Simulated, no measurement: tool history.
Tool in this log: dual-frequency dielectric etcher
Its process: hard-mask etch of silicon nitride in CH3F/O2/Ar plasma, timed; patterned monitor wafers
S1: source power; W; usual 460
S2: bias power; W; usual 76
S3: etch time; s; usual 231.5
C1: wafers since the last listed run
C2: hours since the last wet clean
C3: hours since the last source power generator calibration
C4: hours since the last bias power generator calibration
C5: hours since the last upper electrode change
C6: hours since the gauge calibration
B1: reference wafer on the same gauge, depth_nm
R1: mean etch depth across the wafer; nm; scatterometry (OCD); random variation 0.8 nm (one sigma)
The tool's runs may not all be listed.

run   hour   S1  S2     S3  C1     C2      C3      C4      C5     C6     B1     R1
  1    0.0  460  62  231.5   0  262.9  2316.7  3976.7  5350.9  131.3  154.9  152.9
       9.3  -- gauge calibrated
  2   13.2  460  62  231.5  72  276.1  2329.9  3989.9  5364.1    3.9  154.9  151.8
  3   23.8  460  88  231.5  57  286.7  2340.5  4000.5  5374.7   14.5  155.0  172.4
  4   40.4  460  88  231.5  90  303.3  2357.1  4017.1  5391.3   31.1  155.1  171.9
  5   50.2  460  88  231.5  53  313.1  2366.9  4026.9  5401.1   40.9  154.9  173.0
  6   59.8  460  76  251.0  52  322.7  2376.5  4036.5  5410.7   50.5  155.0  176.2
      72.6  -- source power generator calibrated
  7   75.3  460  76  251.0  62  338.2     2.7  4052.0  5426.2   66.0  155.0  177.7
  8   89.0  390  76  231.5  74  351.9    16.4  4065.7  5439.9   79.7  155.0  153.4
  9   95.9  460  76  231.5  37  358.8    23.3  4072.6  5446.8   86.6  155.0  160.9
 10  104.8  490  68  277.0  48  367.7    32.2  4081.5  5455.7   95.5  155.0  188.3
 11  122.7  400  76  299.0  97  385.6    50.1  4099.4  5473.6  113.4  154.9  201.8
     137.7  -- bias power generator calibrated
     147.8  -- gauge calibrated
     152.1  -- wet clean of the chamber
     167.5  -- upper electrode replaced
 12  168.0  460  67  284.0  63   15.9    95.4    30.3     0.5   20.2  155.1  199.7
 13  168.4  460  76  231.5   2   16.3    95.8    30.7     0.9   20.6  154.9  170.1
 14  168.7  390  65  231.5   1   16.6    96.1    31.0     1.2   20.9  154.9  154.7
 15  169.1  460  76  231.5   2   17.0    96.5    31.4     1.6   21.3  155.0  170.9
 16  174.3  460  82  187.0  28   22.2   101.7    36.6     6.8   26.5  155.0  140.7
 17  181.8  460  68  191.5  40   29.7   109.2    44.1    14.3   34.0  155.1  134.6
 18  195.4  460  94  168.0  74   43.3   122.8    57.7    27.9   47.6  155.0  132.0
 19  209.9  360  76  206.5  79   57.8   137.3    72.2    42.4   62.1  154.9  139.8

3 ways to go on from here, each from the tool as it stands after run 19. What would each give?
  A  210.4  380  76  231.5   2  58.3  137.8  72.7  42.9  62.6   ?   ?
  B  210.4  500  94  259.5   2  58.3  137.8  72.7  42.9  62.6   ?   ?
  C  210.4  510  84  180.0   2  58.3  137.8  72.7  42.9  62.6   ?   ?

run     B1     R1
  A  155.0  159.6
  B  155.0  209.1
  C  155.0  140.3
Without the tool's unlogged condition, the same runs would have read:
run     R1
  A  159.2
  B  208.6
  C  140.0
